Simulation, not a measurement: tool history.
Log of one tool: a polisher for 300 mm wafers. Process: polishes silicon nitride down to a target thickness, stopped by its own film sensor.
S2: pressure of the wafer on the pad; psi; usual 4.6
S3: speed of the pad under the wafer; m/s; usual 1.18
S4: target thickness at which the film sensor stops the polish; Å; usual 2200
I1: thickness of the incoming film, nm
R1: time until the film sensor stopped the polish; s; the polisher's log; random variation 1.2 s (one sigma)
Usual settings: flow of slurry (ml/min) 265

Run 1, hour 0: usual settings; I1 351.7. Result: R1 66.5 s.
At hour 0: worn pad replaced by a new one.
Run 2, hour 14.4: usual settings; I1 346.4. Result: R1 63.4 s.
Run 3, hour 31.6: usual settings; I1 354.5. Result: R1 65.8 s.
At hour 83.9: worn pad replaced by a new one.
Run 4, hour 84.4: usual settings but S3 1.08 m/s; I1 349. Result: R1 63.4 s.
Run 5, hour 86.7: usual settings but S3 1.08 m/s; I1 354.8. Result: R1 69.2 s.
At hour 93.6: head pressure recalibrated.
Run 6, hour 103.1: usual settings; I1 350.8. Result: R1 61.2 s.
Run 7, hour 117.4: usual settings; I1 347.7. Result: R1 63.5 s.
Run 8, hour 125.4: usual settings; I1 345.3. Result: R1 61.4 s.
Run 9, hour 133.8: usual settings; I1 350.2. Result: R1 62.9 s.
Run 10, hour 143.1: usual settings; I1 347.2. Result: R1 65.6 s.
Run 11, hour 156.4: usual settings; I1 354.6. Result: R1 68.6 s.
At hour 173.8: worn pad replaced by a new one.
Run 12, hour 191.5: usual settings but flow of slurry (ml/min) 190, S2 5.6 psi, S3 0.82 m/s, S4 2540 Å; I1 349.3. Result: R1 48.4 s.
Run 13, hour 203.7: usual settings but S2 5.6 psi; I1 353.8. Result: R1 53.9 s.
Run 14, hour 213.7: usual settings; I1 346.7. Result: R1 60.6 s.
At hour 224.7: slurry nozzle cleaned.
Run 15, hour 230.1: usual settings but flow of slurry (ml/min) 315, S3 1.34 m/s; I1 350.7. Result: R1 58.2 s.

The next listed run, before its measurement:
Run 16, hour 236.8: usual settings but flow of slurry (ml/min) 175, S3 1.3 m/s, S4 1940 Å; I1 345. Result: R1 ?.

R1: 72.8 s
Without the tool's hidden state the same run would have given R1 68.3 s.
